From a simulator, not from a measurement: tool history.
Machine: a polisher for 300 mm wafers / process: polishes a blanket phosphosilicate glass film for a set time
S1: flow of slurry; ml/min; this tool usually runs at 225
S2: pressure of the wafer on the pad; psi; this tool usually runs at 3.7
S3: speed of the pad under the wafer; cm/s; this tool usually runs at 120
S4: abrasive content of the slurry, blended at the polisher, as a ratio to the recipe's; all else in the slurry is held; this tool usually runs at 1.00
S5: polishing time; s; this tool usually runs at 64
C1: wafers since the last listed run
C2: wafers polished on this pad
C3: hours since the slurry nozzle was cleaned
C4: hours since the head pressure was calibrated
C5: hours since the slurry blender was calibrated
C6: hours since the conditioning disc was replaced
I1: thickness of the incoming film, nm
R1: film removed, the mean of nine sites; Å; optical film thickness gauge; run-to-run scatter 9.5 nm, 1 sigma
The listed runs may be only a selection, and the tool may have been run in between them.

run,hour,S1,S2,S3,S4,S5,C1,C2,C3,C4,C5,C6,I1,R1
1,0.0,205,3.7,120,1.00,64,0,1078,506.0,65.4,106.9,246.5,2102.3,7629
2,60.9,205,3.7,120,1.00,64,487,1565,566.9,126.3,167.8,307.4,2110.0,7617
3,119.2,225,3.7,120,1.00,64,466,2031,625.2,184.6,226.1,365.7,2161.8,7873
# hour 154.2: worn pad replaced by a new one
4,178.6,225,2.9,120,1.00,64,443,195,684.6,244.0,285.5,425.1,2125.6,6265
# hour 205.7: slurry nozzle cleaned
5,207.9,225,2.9,120,1.00,64,226,421,2.2,273.3,314.8,454.4,2130.8,6192
# hour 223.5: conditioning disc replaced and pad reconditioned
6,232.9,225,2.9,120,1.00,64,183,605,27.2,298.3,339.8,9.4,2138.7,6246
7,299.3,225,4.2,120,1.15,84,530,1136,93.6,364.7,406.2,75.8,2138.8,11964
# hour 308.7: slurry blender recalibrated
# hour 336.5: head pressure recalibrated
8,370.1,265,4.7,80,0.80,64,534,1670,164.4,33.6,61.4,146.6,2103.6,6602
9,414.9,195,5.0,136,1.20,64,358,2029,209.2,78.4,106.2,191.4,2130.5,11502
10,459.8,225,3.7,120,1.00,64,359,2388,254.1,123.3,151.1,236.3,2098.5,7842
# hour 513.9: worn pad replaced by a new one
11,529.2,205,3.7,120,1.00,64,522,122,323.5,192.7,220.5,305.7,2134.0,7604
12,586.8,225,3.7,120,1.00,64,460,583,381.1,250.3,278.1,363.3,2115.3,7720
13,612.6,280,3.7,120,1.00,64,206,789,406.9,276.1,303.9,389.1,2168.1,8107
14,673.1,225,3.7,120,1.00,64,483,1273,467.4,336.6,364.4,449.6,2088.8,7812
# hour 695.3: conditioning disc replaced and pad reconditioned
# hour 714.0: slurry blender recalibrated
15,740.8,225,3.7,120,1.10,85,509,1782,535.1,404.3,26.8,45.5,2127.3,10715
# hour 750.6: head pressure recalibrated
16,794.1,270,3.7,108,1.00,64,410,2192,588.4,43.5,80.1,98.8,2144.9,7347
# hour 819.2: worn pad replaced by a new one
17,826.9,265,2.5,144,1.00,64,230,61,621.2,76.3,112.9,131.6,2165.2,6636
18,851.5,225,4.6,136,0.75,56,196,258,645.8,100.9,137.5,156.2,2106.7,8406
19,891.5,300,2.8,120,0.90,45,319,578,685.8,140.9,177.5,196.2,2127.0,4400
# hour 941.3: slurry nozzle cleaned
20,945.1,225,4.8,120,1.00,55,420,998,3.8,194.5,231.1,249.8,2094.2,8546
21,977.3,260,3.1,120,1.00,64,257,1256,36.0,226.7,263.3,282.0,2154.7,6786
22,1008.9,225,3.7,82,0.80,80,252,1508,67.6,258.3,294.9,313.6,2097.9,6744
23,1045.9,225,3.7,120,1.00,64,295,1804,104.6,295.3,331.9,350.6,2098.6,7718
24,1082.5,225,3.7,138,0.85,52,292,2097,141.2,331.9,368.5,387.2,2112.9,6676

Predict each of these 5 candidate next runs independently; none follows another, all start after run 24:
A,1082.9,300,3.7,120,1.00,64,3,2100,141.6,332.3,368.9,387.6,2111.4,?
B,1082.9,275,4.3,138,1.00,70,3,2100,141.6,332.3,368.9,387.6,2111.4,?
C,1082.9,225,3.7,136,1.00,64,3,2100,141.6,332.3,368.9,387.6,2111.4,?
D,1082.9,270,4.9,120,1.25,56,3,2100,141.6,332.3,368.9,387.6,2111.4,?
E,1082.9,265,3.7,120,1.00,64,3,2100,141.6,332.3,368.9,387.6,2111.4,?

run,R1
A,7936
B,11003
C,8498
D,9423
E,7838
With no hidden state in the tool, these same runs would have given:
run,R1
A,7936
B,11003
C,8498
D,9423
E,7838
